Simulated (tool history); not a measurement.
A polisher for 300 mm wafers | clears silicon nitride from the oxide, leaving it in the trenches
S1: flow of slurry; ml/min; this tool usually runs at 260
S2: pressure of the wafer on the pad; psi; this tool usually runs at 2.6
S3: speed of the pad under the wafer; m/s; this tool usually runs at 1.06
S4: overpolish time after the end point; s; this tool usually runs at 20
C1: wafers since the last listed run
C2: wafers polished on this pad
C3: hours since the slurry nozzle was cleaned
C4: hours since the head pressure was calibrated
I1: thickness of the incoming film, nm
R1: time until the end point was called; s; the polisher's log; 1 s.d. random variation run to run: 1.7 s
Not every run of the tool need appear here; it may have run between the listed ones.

{"run": 1, "day": 0.0, "S1": 260, "S2": 2.6, "S3": 1.06, "S4": 20, "C1": 0, "C2": 501, "C3": 83.0, "C4": 829.0, "I1": 70.7, "R1": 96.6}
{"run": 2, "day": 1.433, "S1": 260, "S2": 2.6, "S3": 1.06, "S4": 20, "C1": 404, "C2": 905, "C3": 117.4, "C4": 863.4, "I1": 70.2, "R1": 94.9}
{"run": 3, "day": 2.062, "S1": 260, "S2": 2.6, "S3": 1.06, "S4": 20, "C1": 177, "C2": 1083, "C3": 132.5, "C4": 878.5, "I1": 70.5, "R1": 93.8}
{"run": 4, "day": 3.204, "S1": 320, "S2": 2.6, "S3": 0.76, "S4": 20, "C1": 321, "C2": 1405, "C3": 159.9, "C4": 905.9, "I1": 70.1, "R1": 115.6}
{"run": 5, "day": 3.967, "S1": 260, "S2": 2.1, "S3": 1.06, "S4": 20, "C1": 214, "C2": 1620, "C3": 178.2, "C4": 924.2, "I1": 68.7, "R1": 115.6}
{"run": 6, "day": 5.35, "S1": 260, "S2": 2.1, "S3": 1.06, "S4": 20, "C1": 390, "C2": 2010, "C3": 211.4, "C4": 957.4, "I1": 69.9, "R1": 115.1}
{"run": 7, "day": 6.321, "S1": 260, "S2": 2.6, "S3": 1.06, "S4": 25, "C1": 273, "C2": 2283, "C3": 234.7, "C4": 980.7, "I1": 70.4, "R1": 98.2}
{"day": 9.033, "done": "worn pad replaced by a new one"}
{"run": 8, "day": 9.633, "S1": 260, "S2": 2.6, "S3": 1.06, "S4": 20, "C1": 886, "C2": 169, "C3": 314.2, "C4": 1060.2, "I1": 70.9, "R1": 95.3}
{"run": 9, "day": 10.154, "S1": 260, "S2": 2.6, "S3": 0.88, "S4": 20, "C1": 146, "C2": 315, "C3": 326.7, "C4": 1072.7, "I1": 70.4, "R1": 110.1}
{"run": 10, "day": 11.488, "S1": 260, "S2": 2.6, "S3": 0.88, "S4": 20, "C1": 375, "C2": 691, "C3": 358.7, "C4": 1104.7, "I1": 70.9, "R1": 111.4}
{"run": 11, "day": 12.492, "S1": 260, "S2": 2.6, "S3": 0.88, "S4": 20, "C1": 283, "C2": 974, "C3": 382.8, "C4": 1128.8, "I1": 71.1, "R1": 111.6}
{"run": 12, "day": 13.942, "S1": 260, "S2": 2.6, "S3": 1.06, "S4": 20, "C1": 408, "C2": 1383, "C3": 417.6, "C4": 1163.6, "I1": 69.5, "R1": 95.8}
{"run": 13, "day": 15.146, "S1": 260, "S2": 2.6, "S3": 1.06, "S4": 20, "C1": 339, "C2": 1723, "C3": 446.5, "C4": 1192.5, "I1": 70.6, "R1": 96.8}
{"run": 14, "day": 15.712, "S1": 260, "S2": 2.6, "S3": 1.06, "S4": 20, "C1": 159, "C2": 1883, "C3": 460.1, "C4": 1206.1, "I1": 71.2, "R1": 96.7}
{"run": 15, "day": 16.367, "S1": 210, "S2": 2.6, "S3": 1.06, "S4": 14, "C1": 184, "C2": 2067, "C3": 475.8, "C4": 1221.8, "I1": 70.2, "R1": 96.6}
{"day": 17.442, "done": "slurry nozzle cleaned"}
{"run": 16, "day": 17.65, "S1": 230, "S2": 2.8, "S3": 0.96, "S4": 29, "C1": 350, "C2": 2417, "C3": 5.0, "C4": 1252.6, "I1": 69.9, "R1": 97.7}
{"run": 17, "day": 18.558, "S1": 310, "S2": 3.3, "S3": 1.06, "S4": 20, "C1": 256, "C2": 2673, "C3": 26.8, "C4": 1274.4, "I1": 71.2, "R1": 73.2}
{"run": 18, "day": 19.45, "S1": 260, "S2": 2.6, "S3": 1.06, "S4": 20, "C1": 251, "C2": 2925, "C3": 48.2, "C4": 1295.8, "I1": 70.1, "R1": 95.8}
{"day": 20.121, "done": "worn pad replaced by a new one"}
{"run": 19, "day": 20.875, "S1": 330, "S2": 2.6, "S3": 0.84, "S4": 11, "C1": 354, "C2": 212, "C3": 82.4, "C4": 1330.0, "I1": 69.3, "R1": 112.9}
{"run": 20, "day": 21.917, "S1": 235, "S2": 2.6, "S3": 1.2, "S4": 20, "C1": 293, "C2": 506, "C3": 107.4, "C4": 1355.0, "I1": 71.0, "R1": 92.1}
{"run": 21, "day": 22.838, "S1": 260, "S2": 2.6, "S3": 1.06, "S4": 20, "C1": 259, "C2": 766, "C3": 129.5, "C4": 1377.1, "I1": 70.1, "R1": 99.2}
{"run": 22, "day": 24.058, "S1": 260, "S2": 2.6, "S3": 1.06, "S4": 20, "C1": 344, "C2": 1110, "C3": 158.8, "C4": 1406.4, "I1": 69.4, "R1": 97.0}
{"run": 23, "day": 25.454, "S1": 260, "S2": 2.6, "S3": 1.18, "S4": 8, "C1": 393, "C2": 1503, "C3": 192.3, "C4": 1439.9, "I1": 70.5, "R1": 87.5}
{"day": 26.175, "done": "head pressure recalibrated"}
{"run": 24, "day": 26.196, "S1": 185, "S2": 3.3, "S3": 1.3, "S4": 27, "C1": 185, "C2": 1689, "C3": 210.1, "C4": 0.5, "I1": 69.9, "R1": 63.6}
{"run": 25, "day": 27.504, "S1": 260, "S2": 2.9, "S3": 1.06, "S4": 20, "C1": 368, "C2": 2058, "C3": 241.5, "C4": 31.9, "I1": 70.1, "R1": 85.9}
{"run": 26, "day": 28.492, "S1": 260, "S2": 2.0, "S3": 0.8, "S4": 15, "C1": 278, "C2": 2336, "C3": 265.2, "C4": 55.6, "I1": 68.8, "R1": 154.4}
{"run": 27, "day": 29.388, "S1": 260, "S2": 2.8, "S3": 1.06, "S4": 20, "C1": 252, "C2": 2589, "C3": 286.7, "C4": 77.1, "I1": 69.8, "R1": 88.7}
{"day": 30.167, "done": "worn pad replaced by a new one"}
{"run": 28, "day": 30.638, "S1": 260, "S2": 1.8, "S3": 1.06, "S4": 20, "C1": 305, "C2": 133, "C3": 316.7, "C4": 107.1, "I1": 71.2, "R1": 140.5}
{"run": 29, "day": 31.612, "S1": 185, "S2": 2.6, "S3": 1.06, "S4": 20, "C1": 274, "C2": 408, "C3": 340.1, "C4": 130.5, "I1": 69.6, "R1": 97.6}
{"run": 30, "day": 32.262, "S1": 230, "S2": 2.8, "S3": 0.96, "S4": 29, "C1": 183, "C2": 591, "C3": 355.7, "C4": 146.1, "I1": 69.3, "R1": 96.1}
{"run": 31, "day": 33.708, "S1": 260, "S2": 2.6, "S3": 1.06, "S4": 20, "C1": 407, "C2": 999, "C3": 390.4, "C4": 180.8, "I1": 71.5, "R1": 97.9}
{"run": 32, "day": 34.483, "S1": 260, "S2": 2.6, "S3": 1.06, "S4": 20, "C1": 218, "C2": 1217, "C3": 409.0, "C4": 199.4, "I1": 69.0, "R1": 95.2}
{"run": 33, "day": 35.646, "S1": 260, "S2": 1.9, "S3": 0.82, "S4": 28, "C1": 327, "C2": 1545, "C3": 436.9, "C4": 227.3, "I1": 70.0, "R1": 157.8}
{"run": 34, "day": 36.8, "S1": 260, "S2": 2.6, "S3": 1.06, "S4": 20, "C1": 325, "C2": 1870, "C3": 464.6, "C4": 255.0, "I1": 69.6, "R1": 91.5}
{"day": 37.1, "done": "slurry nozzle cleaned"}
{"run": 35, "day": 38.104, "S1": 205, "S2": 2.0, "S3": 1.18, "S4": 26, "C1": 355, "C2": 2226, "C3": 24.1, "C4": 286.3, "I1": 68.7, "R1": 113.3}
{"run": 36, "day": 38.829, "S1": 210, "S2": 3.1, "S3": 1.38, "S4": 23, "C1": 204, "C2": 2431, "C3": 41.5, "C4": 303.7, "I1": 70.3, "R1": 67.5}
{"day": 39.45, "done": "worn pad replaced by a new one"}
{"run": 37, "day": 39.583, "S1": 215, "S2": 2.6, "S3": 1.06, "S4": 20, "C1": 165, "C2": 37, "C3": 59.6, "C4": 321.8, "I1": 70.1, "R1": 97.4}
{"run": 38, "day": 41.0, "S1": 260, "S2": 2.6, "S3": 1.06, "S4": 20, "C1": 399, "C2": 437, "C3": 93.6, "C4": 355.8, "I1": 70.8, "R1": 97.6}

For each entry between runs, how does the tool's hidden state at the last listed run before it compare with that at the first listed run after it?
After run 7, before run 8: worn pad replaced by a new one (day 9.033)
  both runs share identical hidden conditions
After run 15, before run 16: slurry nozzle cleaned (day 17.442)
  both runs share identical hidden conditions
After run 18, before run 19: worn pad replaced by a new one (day 20.121)
  both runs share identical hidden conditions
After run 23, before run 24: head pressure recalibrated (day 26.175)
  both runs share identical hidden conditions
After run 27, before run 28: worn pad replaced by a new one (day 30.167)
  both runs share identical hidden conditions
After run 34, before run 35: slurry nozzle cleaned (day 37.100)
  both runs share identical hidden conditions
After run 36, before run 37: worn pad replaced by a new one (day 39.450)
  both runs share identical hidden conditions

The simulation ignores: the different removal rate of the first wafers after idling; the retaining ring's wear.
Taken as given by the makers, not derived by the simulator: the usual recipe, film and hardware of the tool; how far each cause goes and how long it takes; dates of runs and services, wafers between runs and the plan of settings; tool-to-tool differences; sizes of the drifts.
